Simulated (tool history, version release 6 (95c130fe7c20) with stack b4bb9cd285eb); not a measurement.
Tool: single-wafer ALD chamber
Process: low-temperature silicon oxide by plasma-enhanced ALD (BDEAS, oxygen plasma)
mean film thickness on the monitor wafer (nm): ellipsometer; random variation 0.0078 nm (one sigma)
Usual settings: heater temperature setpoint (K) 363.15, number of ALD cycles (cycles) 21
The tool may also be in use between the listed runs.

run	hour	heater temperature setpoint (K)	number of ALD cycles (cycles)	wafers since the last listed run	hours since the last thermocouple change	hours since the gauge calibration	read-back reference wafer on the same gauge, thickness_nm	mean film thickness on the monitor wafer (nm)
1	0	359.15	21	0	702.2	6.8	2.728	3.243
2	17.9	359.15	21	179	720.1	24.7	2.73	3.244
3	40.7	359.15	21	229	742.9	47.5	2.73	3.247
4	69.4	369.15	19	288	771.6	76.2	2.731	2.831
5	92.7	369.15	19	234	794.9	99.5	2.729	2.838
6	125.1	369.15	19	325	827.3	131.9	2.729	2.84
7	158.3	366.15	21	333	860.5	165.1	2.73	3.162
8	173	366.15	21	147	875.2	179.8	2.73	3.165
9	186.9	366.15	21	139	889.1	193.7	2.73	3.18
10	221.1	363.15	18	343	923.3	227.9	2.729	2.753
11	242.4	353.15	24	214	944.6	249.2	2.727	3.814
# hour 264.1: thermocouple changed; heater temperature recalibrated
12	270.7	369.15	24	204	6.6	277.5	2.73	3.488
13	286.2	372.15	19	155	22.1	293	2.729	2.714
# hour 309: gauge calibrated
14	309.7	363.15	21	236	45.6	0.7	2.731	3.129
15	324.1	352.15	24	144	60	15.1	2.729	3.726
16	339.4	376.15	21	153	75.3	30.4	2.73	2.991
17	373.1	372.15	24	338	109	64.1	2.733	3.465
18	386.7	354.15	24	136	122.6	77.7	2.73	3.722
19	399.2	372.15	24	125	135.1	90.2	2.731	3.459
20	431.8	355.15	21	327	167.7	122.8	2.732	3.24

3 ways to go on from here, each from the tool as it stands after run 20. What would each give?
A	432.2	363.15	20	4	168.1	123.2	?	?
B	432.2	349.15	18	4	168.1	123.2	?	?
C	432.2	354.15	21	4	168.1	123.2	?	?

run	read-back reference wafer on the same gauge, thickness_nm	mean film thickness on the monitor wafer (nm)
A	2.731	3.011
B	2.731	2.856
C	2.731	3.271
Without the tool's hidden state the same runs would have given:
run	mean film thickness on the monitor wafer (nm)
A	2.994
B	2.84
C	3.253
